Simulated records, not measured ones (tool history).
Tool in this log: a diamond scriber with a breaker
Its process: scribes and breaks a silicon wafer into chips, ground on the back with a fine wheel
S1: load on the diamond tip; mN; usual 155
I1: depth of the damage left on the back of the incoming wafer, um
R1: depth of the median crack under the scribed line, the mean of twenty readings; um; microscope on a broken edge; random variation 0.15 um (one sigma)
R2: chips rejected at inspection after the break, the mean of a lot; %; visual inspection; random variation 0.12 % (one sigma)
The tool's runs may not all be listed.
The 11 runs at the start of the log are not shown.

run    hour   S1    I1    R1    R2
 12   859.8  155  2.08  7.70  2.38
 13   952.7  155  1.58  8.05  1.43
 14  1008.1  155  2.77  8.29  4.39
 15  1081.1  155  2.64  8.17  4.22
 16  1322.0  188  1.85  9.29  3.89
 17  1369.5  188  2.56  9.08  4.82
     1419.4  -- diamond tip replaced by a new one
 18  1450.5  170  2.66  8.45  4.07
 19  1491.0  175  2.75  8.78  4.84
 20  1595.9  167  2.59  8.57  4.30
 21  1653.6  191  2.48  9.40  5.21
 22  1732.4  193  1.50  9.39  4.32
 23  1861.2  117  2.92  7.39  7.08
 24  1912.0  184  2.04  9.18  3.86
 25  1983.2  133  2.91  7.82  5.24
     2055.2  -- load on the tip recalibrated
 26  2079.0  155  2.18  7.56  2.51
 27  2183.7  155  2.55  8.02  3.68
     2197.3  -- diamond tip replaced by a new one
 28  2220.5  132  2.14  7.38  3.27
 29  2310.8  155  2.98  7.97  5.37
 30  2381.5  124  1.56  7.17  2.60
 31  2447.2  172  1.66  8.50  2.07
 32  2551.9  113  2.36  6.96  5.19

Expected results for the next run?
 33  2614.4  110  1.94   ?   ?

Run 33 yielded R1 6.92 um, R2 4.58 %.
Had the tool carried no hidden state, the very same run would have given R1 6.71 um, R2 5.71 %.

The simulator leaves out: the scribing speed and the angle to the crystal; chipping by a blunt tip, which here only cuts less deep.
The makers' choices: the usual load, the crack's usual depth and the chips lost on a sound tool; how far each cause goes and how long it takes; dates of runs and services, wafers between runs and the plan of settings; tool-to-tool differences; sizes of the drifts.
